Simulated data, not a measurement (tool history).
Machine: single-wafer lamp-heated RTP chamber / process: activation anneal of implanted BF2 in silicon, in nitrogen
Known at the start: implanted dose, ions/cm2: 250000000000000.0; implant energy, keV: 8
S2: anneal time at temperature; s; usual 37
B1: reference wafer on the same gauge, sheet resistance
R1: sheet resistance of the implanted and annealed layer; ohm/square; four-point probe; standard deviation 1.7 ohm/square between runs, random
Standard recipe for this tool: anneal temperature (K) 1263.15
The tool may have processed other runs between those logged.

Run 1, hour 0.0: usual settings but anneal temperature (K) 1270.15; B1 493.04. Result: R1 561.07 ohm/square.
Run 2, hour 19.1: usual settings but anneal temperature (K) 1270.15; B1 492.96. Result: R1 556.88 ohm/square.
Run 3, hour 67.4: usual settings but anneal temperature (K) 1270.15; B1 492.81. Result: R1 557.26 ohm/square.
Run 4, hour 97.4: usual settings; B1 493.64. Result: R1 566.28 ohm/square.
Run 5, hour 117.4: usual settings; B1 493.01. Result: R1 563.20 ohm/square.
Run 6, hour 146.1: usual settings but S2 45 s; B1 492.99. Result: R1 555.79 ohm/square.
Run 7, hour 161.7: usual settings but S2 45 s; B1 492.34. Result: R1 556.22 ohm/square.
Run 8, hour 184.6: usual settings but S2 45 s; B1 493.11. Result: R1 556.36 ohm/square.
Run 9, hour 197.7: usual settings but S2 42 s; B1 493.20. Result: R1 557.12 ohm/square.
Run 10, hour 217.5: usual settings; B1 492.95. Result: R1 562.47 ohm/square.
Run 11, hour 248.0: usual settings; B1 492.88. Result: R1 571.70 ohm/square.
Run 12, hour 274.7: usual settings; B1 492.73. Result: R1 568.99 ohm/square.
Run 13, hour 311.4: usual settings; B1 492.92. Result: R1 570.09 ohm/square.
Run 14, hour 353.4: usual settings; B1 493.12. Result: R1 568.13 ohm/square.
Run 15, hour 378.9: usual settings; B1 492.76. Result: R1 569.72 ohm/square.
Run 16, hour 393.0: usual settings; B1 493.03. Result: R1 567.13 ohm/square.
Run 17, hour 412.3: usual settings; B1 493.27. Result: R1 568.58 ohm/square.
Run 18, hour 430.0: usual settings; B1 493.05. Result: R1 569.30 ohm/square.
Run 19, hour 457.6: usual settings but anneal temperature (K) 1255.15, S2 22 s; B1 492.85. Result: R1 597.68 ohm/square.
Run 20, hour 483.9: usual settings but S2 18 s; B1 493.03. Result: R1 587.70 ohm/square.
Run 21, hour 501.8: usual settings but anneal temperature (K) 1279.15, S2 16 s; B1 493.12. Result: R1 574.29 ohm/square.
Run 22, hour 517.1: usual settings but anneal temperature (K) 1240.15, S2 47 s; B1 493.30. Result: R1 595.72 ohm/square.
Run 23, hour 533.3: usual settings but anneal temperature (K) 1255.15, S2 22 s; B1 493.34. Result: R1 596.73 ohm/square.
Run 24, hour 553.0: usual settings but anneal temperature (K) 1292.15, S2 58 s; B1 493.04. Result: R1 516.48 ohm/square.
Run 25, hour 580.6: usual settings but anneal temperature (K) 1276.15, S2 17 s; B1 493.11. Result: R1 574.44 ohm/square.
Run 26, hour 677.0: usual settings; B1 493.04. Result: R1 560.49 ohm/square.
Run 27, hour 689.4: usual settings but anneal temperature (K) 1255.15, S2 23 s; B1 493.30. Result: R1 589.02 ohm/square.
Run 28, hour 722.7: usual settings; B1 493.01. Result: R1 563.59 ohm/square.
Run 29, hour 736.9: usual settings but anneal temperature (K) 1293.15, S2 56 s; B1 492.52. Result: R1 514.35 ohm/square.
Run 30, hour 753.8: usual settings but S2 21 s; B1 493.53. Result: R1 577.50 ohm/square.
Run 31, hour 779.5: usual settings but anneal temperature (K) 1272.15, S2 56 s; B1 492.94. Result: R1 533.12 ohm/square.

Between the runs listed above, the log contained 4 entries, not reproduced here. Where in the sequence does each belong, and how does what the log doesn't record of the tool's condition differ from the listed run before to the listed run after?
Runs 10 to 11: reflector plate cleaned (hour 238.1)
  wafer temperature error from the tarnished reflector plate, K: 6.53 -> 0.88
  measured minus no-state result, R1: -9.68 -> -1.33 ohm/square
Runs 12 to 13: gauge calibrated (hour 289.7); pyrometer window cleaned and pyrometer calibrated (hour 310.9)
  wafer temperature error from the tarnished reflector plate, K: 0.918 -> 1.04
  measured minus no-state result, R1: -1.40 -> -1.58 ohm/square
Runs 25 to 26: pyrometer window cleaned and pyrometer calibrated (hour 654.5)
  wafer temperature error from the tarnished reflector plate, K: 4.48 -> 6.79
  measured minus no-state result, R1: -6.15 -> -10.03 ohm/square
